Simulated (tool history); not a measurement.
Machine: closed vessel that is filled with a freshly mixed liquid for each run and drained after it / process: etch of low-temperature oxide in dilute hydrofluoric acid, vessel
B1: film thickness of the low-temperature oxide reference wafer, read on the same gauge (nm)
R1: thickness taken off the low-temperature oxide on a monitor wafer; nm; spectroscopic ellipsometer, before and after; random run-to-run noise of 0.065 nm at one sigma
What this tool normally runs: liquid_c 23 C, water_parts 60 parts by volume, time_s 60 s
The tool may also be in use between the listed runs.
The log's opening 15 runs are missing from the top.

Run 16, day 54.196: usual settings but liquid_c 19.5 C, water_parts 75 parts by volume, time_s 80 s; B1 97.53. Result: R1 14.96 nm.
Run 17, day 57.438: usual settings but time_s 75 s; B1 97.55. Result: R1 20.48 nm.
Run 18, day 61.875: usual settings but water_parts 70 parts by volume; B1 97.49. Result: R1 13.94 nm.
At day 63.65: gauge calibrated.
Run 19, day 64.896: usual settings but liquid_c 20 C, water_parts 85 parts by volume, time_s 80 s; B1 99.84. Result: R1 13.69 nm.
Run 20, day 67.221: usual settings; B1 99.75. Result: R1 16.77 nm.
At day 67.742: hydrofluoric acid flow meter replaced.
Run 21, day 68.996: usual settings but liquid_c 19.5 C, water_parts 35 parts by volume; B1 99.64. Result: R1 25.73 nm.
Run 22, day 71.417: usual settings; B1 99.52. Result: R1 16.97 nm.
Run 23, day 73.571: usual settings but liquid_c 25.5 C, water_parts 50 parts by volume, time_s 40 s; B1 99.4. Result: R1 15.23 nm.
At day 76.638: thermometer replaced.
Run 24, day 76.788: usual settings but liquid_c 25.5 C, water_parts 85 parts by volume, time_s 75 s; B1 99.29. Result: R1 15.89 nm.
Run 25, day 80.658: usual settings but liquid_c 26 C, water_parts 40 parts by volume, time_s 75 s; B1 99.04. Result: R1 36.74 nm.
Run 26, day 83.754: usual settings; B1 98.93. Result: R1 16.81 nm.
Run 27, day 87.417: usual settings but liquid_c 27 C, time_s 80 s; B1 98.89. Result: R1 26.1 nm.
Run 28, day 89.4: usual settings but liquid_c 18 C, water_parts 75 parts by volume, time_s 80 s; B1 98.73. Result: R1 14.16 nm.
Run 29, day 93.742: usual settings but liquid_c 26.5 C; B1 98.65. Result: R1 19.2 nm.
Run 30, day 96.275: usual settings but liquid_c 25 C, water_parts 35 parts by volume, time_s 85 s; B1 98.6. Result: R1 45.34 nm.
Run 31, day 99.317: usual settings; B1 98.54. Result: R1 16.67 nm.

5 options for the next run, each taken on its own from the tool as it stands now. Forecast them:
Run A, day 99.346: usual settings but time_s 40 s; B1 ?. Result: R1 ?.
Run B, day 99.346: usual settings but liquid_c 21 C; B1 ?. Result: R1 ?.
Run C, day 99.346: usual settings but liquid_c 25 C, water_parts 80 parts by volume, time_s 50 s; B1 ?. Result: R1 ?.
Run D, day 99.346: usual settings but liquid_c 19.5 C, water_parts 70 parts by volume; B1 ?. Result: R1 ?.
Run E, day 99.346: usual settings but liquid_c 21.5 C, time_s 75 s; B1 ?. Result: R1 ?.

run     B1     R1
  A  98.54  11.15
  B  98.54  15.39
  C  98.54  11.05
  D  98.54  12.24
  E  98.54  19.65
The same runs, with their run-to-run variation unchanged, on a tool lacking any hidden condition would have given:
run     R1
  A  11.32
  B  15.63
  C  11.22
  D  12.43
  E  19.95
